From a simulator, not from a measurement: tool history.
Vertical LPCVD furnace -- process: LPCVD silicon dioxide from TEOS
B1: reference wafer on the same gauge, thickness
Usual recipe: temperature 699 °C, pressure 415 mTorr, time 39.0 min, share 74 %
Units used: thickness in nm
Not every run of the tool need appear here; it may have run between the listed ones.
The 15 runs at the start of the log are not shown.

{"hour": 241.0, "done": "pressure gauge zeroed"}
{"run": 16, "hour": 241.5, "temperature": 694, "pressure": 415, "time": 39.0, "share": 74, "B1": 372.02, "thickness": 353.86}
{"run": 17, "hour": 245.3, "temperature": 699, "pressure": 415, "time": 54.0, "share": 65, "B1": 372.0, "thickness": 517.33}
{"run": 18, "hour": 249.0, "temperature": 693, "pressure": 350, "time": 39.0, "share": 74, "B1": 372.0, "thickness": 318.4}
{"hour": 272.2, "done": "thermocouples replaced and temperature profile calibrated"}
{"run": 19, "hour": 272.7, "temperature": 699, "pressure": 415, "time": 39.0, "share": 74, "B1": 371.87, "thickness": 370.53}
{"run": 20, "hour": 276.5, "temperature": 699, "pressure": 490, "time": 39.0, "share": 74, "B1": 372.05, "thickness": 402.52}
{"run": 21, "hour": 280.3, "temperature": 699, "pressure": 415, "time": 39.0, "share": 74, "B1": 371.99, "thickness": 369.47}
{"run": 22, "hour": 284.1, "temperature": 689, "pressure": 495, "time": 32.0, "share": 64, "B1": 371.85, "thickness": 243.04}
{"run": 23, "hour": 296.6, "temperature": 699, "pressure": 415, "time": 39.0, "share": 62, "B1": 372.09, "thickness": 337.0}
{"run": 24, "hour": 305.7, "temperature": 695, "pressure": 415, "time": 31.5, "share": 82, "B1": 371.96, "thickness": 285.74}
{"run": 25, "hour": 317.1, "temperature": 706, "pressure": 465, "time": 39.0, "share": 74, "B1": 372.0, "thickness": 459.85}
{"run": 26, "hour": 326.8, "temperature": 699, "pressure": 415, "time": 39.0, "share": 74, "B1": 372.19, "thickness": 369.94}
{"run": 27, "hour": 335.8, "temperature": 694, "pressure": 480, "time": 39.0, "share": 74, "B1": 372.0, "thickness": 353.72}
{"run": 28, "hour": 347.0, "temperature": 694, "pressure": 480, "time": 39.0, "share": 74, "B1": 371.88, "thickness": 353.33}
{"run": 29, "hour": 356.2, "temperature": 693, "pressure": 445, "time": 50.5, "share": 74, "B1": 371.99, "thickness": 429.41}
{"run": 30, "hour": 367.2, "temperature": 699, "pressure": 415, "time": 26.5, "share": 74, "B1": 372.07, "thickness": 250.89}

Below are 5 alternative next runs, each starting from the tool's condition after run 30. Predict each:
{"run": "A", "hour": 371.1, "temperature": 699, "pressure": 415, "time": 39.0, "share": 74, "B1": "?", "thickness": "?"}
{"run": "B", "hour": 371.1, "temperature": 695, "pressure": 515, "time": 34.5, "share": 69, "B1": "?", "thickness": "?"}
{"run": "C", "hour": 371.1, "temperature": 699, "pressure": 415, "time": 39.0, "share": 89, "B1": "?", "thickness": "?"}
{"run": "D", "hour": 371.1, "temperature": 699, "pressure": 415, "time": 39.0, "share": 88, "B1": "?", "thickness": "?"}
{"run": "E", "hour": 371.1, "temperature": 699, "pressure": 480, "time": 39.0, "share": 74, "B1": "?", "thickness": "?"}

run=A B1=372.14 thickness=368.99
run=B B1=372.14 thickness=319.74
run=C B1=372.14 thickness=404.66
run=D B1=372.14 thickness=402.38
run=E B1=372.14 thickness=396.83
Stripped of hidden state, with their random variation kept, the same runs would have yielded:
run=A thickness=368.78
run=B thickness=319.56
run=C thickness=404.44
run=D thickness=402.16
run=E thickness=396.61
